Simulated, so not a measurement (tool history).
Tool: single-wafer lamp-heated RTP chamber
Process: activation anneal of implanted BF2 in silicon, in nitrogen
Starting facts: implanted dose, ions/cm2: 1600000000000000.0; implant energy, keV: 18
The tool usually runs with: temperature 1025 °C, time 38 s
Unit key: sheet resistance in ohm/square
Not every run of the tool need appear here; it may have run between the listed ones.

| run | hour | temperature | time | read-back reference wafer on the same gauge, sheet resistance | sheet resistance |
|---|---|---|---|---|---|
| 1 | 0 | 1033 | 38 | 119.9 | 116.56 |
| 2 | 72.2 | 1033 | 38 | 119.97 | 116.05 |
| 3 | 162.1 | 1025 | 26 | 119.83 | 132.56 |
| 4 | 201.6 | 1025 | 38 | 120.09 | 122.16 |
|  | 259.4 | pyrometer window cleaned and pyrometer calibrated |
| 5 | 261.4 | 1025 | 38 | 119.91 | 122.35 |
| 6 | 307 | 1025 | 38 | 119.98 | 122.25 |
| 7 | 366.9 | 1025 | 38 | 119.94 | 122.32 |
| 8 | 404.3 | 1025 | 20 | 119.93 | 138.91 |
|  | 461.6 | gauge calibrated |
| 9 | 462.4 | 1001 | 17 | 119.74 | 173.73 |
|  | 481.7 | reflector plate cleaned |
|  | 505.2 | pyrometer window cleaned and pyrometer calibrated |
| 10 | 540.2 | 1001 | 60 | 119.92 | 141.85 |
| 11 | 625.8 | 1012 | 15 | 120.06 | 171.93 |
| 12 | 697.6 | 1014 | 47 | 119.79 | 131.92 |
| 13 | 747.5 | 1025 | 38 | 120.02 | 127.01 |
|  | 814.8 | pyrometer window cleaned and pyrometer calibrated |
| 14 | 826.2 | 1025 | 16 | 119.97 | 151.14 |

Alternative continuations, all from the tool just after run 14; predict every row:
| A | 826.6 | 1008 | 38 | ? | ? |
| B | 826.6 | 1000 | 60 | ? | ? |
| C | 826.6 | 1055 | 22 | ? | ? |
| D | 826.6 | 997 | 52 | ? | ? |

| run | read-back reference wafer on the same gauge, sheet resistance | sheet resistance |
|---|---|---|
| A | 120.12 | 143.17 |
| B | 120.12 | 139.81 |
| C | 120.12 | 114.22 |
| D | 120.12 | 147.89 |
Without the tool's hidden state the same runs would have given:
| run | sheet resistance |
|---|---|
| A | 150.17 |
| B | 146.39 |
| C | 118.87 |
| D | 155.43 |
